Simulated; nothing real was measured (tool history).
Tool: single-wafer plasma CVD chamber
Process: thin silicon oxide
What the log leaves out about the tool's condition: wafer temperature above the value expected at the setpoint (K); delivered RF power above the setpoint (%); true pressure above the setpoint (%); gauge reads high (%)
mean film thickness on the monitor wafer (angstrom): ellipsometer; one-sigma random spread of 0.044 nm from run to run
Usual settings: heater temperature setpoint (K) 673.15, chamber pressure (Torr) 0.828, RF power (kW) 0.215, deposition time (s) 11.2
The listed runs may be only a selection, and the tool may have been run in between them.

run    hour  heater temperature setpoint (K)  chamber pressure (Torr)  RF power (kW)  deposition time (s)  wafers since the last listed run  hours since the last thermocouple change  hours since the last RF generator calibration  hours since the last manometer calibration  hours since the showerhead was replaced  hours since the gauge calibration  read-back reference wafer on the same gauge, thickness_nm  mean film thickness on the monitor wafer (angstrom)
  1       0                           673.15                    0.828          0.235                 11.2                                 0                                     304.7                                          271.3                                       544.4                                     3084                              518.4                                                     16.917                                               175.79
  2    55.1                           673.15                    0.828          0.235                 11.2                              1261                                     359.8                                          326.4                                       599.5                                   3139.1                              573.5                                                     16.892                                               175.54
  3   101.7                           673.15                    0.828          0.235                 11.2                              1066                                     406.4                                            373                                       646.1                                   3185.7                              620.1                                                     16.898                                               176.11
      154.6  -- gauge calibrated
  4   170.3                           673.15                    0.828          0.215                 11.2                              1570                                       475                                          441.6                                       714.7                                   3254.3                               15.7                                                     16.889                                               168.79
  5   209.8                           673.15                    0.828          0.215                 11.2                               904                                     514.5                                          481.1                                       754.2                                   3293.8                               55.2                                                     16.907                                               167.89
  6   270.6                           673.15                    0.828          0.215                 11.2                              1392                                     575.3                                          541.9                                         815                                   3354.6                                116                                                     16.902                                               168.22
  7   312.5                           673.15                    0.828          0.215                 11.2                               959                                     617.2                                          583.8                                       856.9                                   3396.5                              157.9                                                     16.913                                               168.25
  8   345.9                           673.15                    0.828          0.215                 10.2                               764                                     650.6                                          617.2                                       890.3                                   3429.9                              191.3                                                     16.895                                               152.87
  9   403.7                           673.15                    0.828          0.215                 10.2                              1323                                     708.4                                            675                                       948.1                                   3487.7                              249.1                                                     16.894                                               152.72
 10   465.5                           673.15                    0.828          0.215                 10.2                              1414                                     770.2                                          736.8                                      1009.9                                   3549.5                              310.9                                                     16.892                                                152.7
 11   498.3                           673.15                    0.828          0.215                 12.2                               750                                       803                                          769.6                                      1042.7                                   3582.3                              343.7                                                     16.912                                               182.19
      554.5  -- thermocouple changed; heater temperature recalibrated
      555.8  -- showerhead replaced
 12   556.3                           673.15                    0.828          0.215                 12.2                              1115                                       1.8                                          827.6                                      1100.7                                      0.5                              401.7                                                     16.907                                               182.42
 13   615.6                           673.15                    0.638          0.215                 12.1                              1357                                      61.1                                          886.9                                        1160                                     59.8                                461                                                     16.903                                               138.02
 14   673.8                           673.15                    0.644          0.215                 11.9                              1332                                     119.3                                          945.1                                      1218.2                                      118                              519.2                                                     16.894                                               137.05
 15   700.1                           673.15                    0.947          0.215                 10.2                               602                                     145.6                                          971.4                                      1244.5                                    144.3                              545.5                                                     16.905                                               171.44
 16   771.9                           673.15                    0.704          0.215                 11.2                              1643                                     217.4                                         1043.2                                      1316.3                                    216.1                              617.3                                                     16.902                                               141.49
 17     809                           673.15                    0.828          0.215                 11.2                               849                                     254.5                                         1080.3                                      1353.4                                    253.2                              654.4                                                     16.896                                               166.92
 18   837.7                           681.15                    0.828          0.215                 11.8                               657                                     283.2                                           1109                                      1382.1                                    281.9                              683.1                                                     16.912                                               174.92
 19   874.3                           673.15                    0.828          0.215                 11.2                               837                                     319.8                                         1145.6                                      1418.7                                    318.5                              719.7                                                     16.898                                               166.53
      893.7  -- gauge calibrated
      914.5  -- RF generator calibrated
      947.1  -- capacitance manometer re-zeroed and calibrated
 20  1068.8                           668.15                    0.726          0.255                 10.4                              4086                                     514.3                                          154.3                                       121.7                                      513                              175.1                                                     16.898                                               150.23
 21  1108.9                           662.15                    0.828           0.19                 11.2                               918                                     554.4                                          194.4                                       161.8                                    553.1                              215.2                                                     16.902                                               159.44
 22  1155.6                           673.15                    1.034           0.24                 11.2                              1069                                     601.1                                          241.1                                       208.5                                    599.8                              261.9                                                     16.897                                               213.43
 23  1183.2                           673.15                     0.76          0.215                 11.2                               631                                     628.7                                          268.7                                       236.1                                    627.4                              289.5                                                     16.895                                               155.41
 24    1273                           673.15                     0.95          0.215                 11.2                              2055                                     718.5                                          358.5                                       325.9                                    717.2                              379.3                                                     16.899                                               190.49

Forecast each of these 5 alternatives for the next run:
  A  1273.4                           673.15                    0.828          0.185                 11.2                                 9                                     718.9                                          358.9                                       326.3                                    717.6                              379.7                                                          ?                                                    ?
  B  1273.4                           665.15                    0.828          0.195                 11.2                                 9                                     718.9                                          358.9                                       326.3                                    717.6                              379.7                                                          ?                                                    ?
  C  1273.4                           673.15                    0.828            0.2                 11.2                                 9                                     718.9                                          358.9                                       326.3                                    717.6                              379.7                                                          ?                                                    ?
  D  1273.4                           663.15                    0.828           0.19                 11.2                                 9                                     718.9                                          358.9                                       326.3                                    717.6                              379.7                                                          ?                                                    ?
  E  1273.4                           669.15                    0.977           0.18                 11.2                                 9                                     718.9                                          358.9                                       326.3                                    717.6                              379.7                                                          ?                                                    ?

run  read-back reference wafer on the same gauge, thickness_nm  mean film thickness on the monitor wafer (angstrom)
  A                                                     16.902                                               155.23
  B                                                     16.902                                               160.32
  C                                                     16.902                                               161.72
  D                                                     16.902                                               158.33
  E                                                     16.902                                               176.61
The same runs, with their run-to-run variation unchanged, on a tool lacking any hidden condition would have given:
run  mean film thickness on the monitor wafer (angstrom)
  A                                               156.34
  B                                               161.47
  C                                               162.88
  D                                               159.47
  E                                               177.88

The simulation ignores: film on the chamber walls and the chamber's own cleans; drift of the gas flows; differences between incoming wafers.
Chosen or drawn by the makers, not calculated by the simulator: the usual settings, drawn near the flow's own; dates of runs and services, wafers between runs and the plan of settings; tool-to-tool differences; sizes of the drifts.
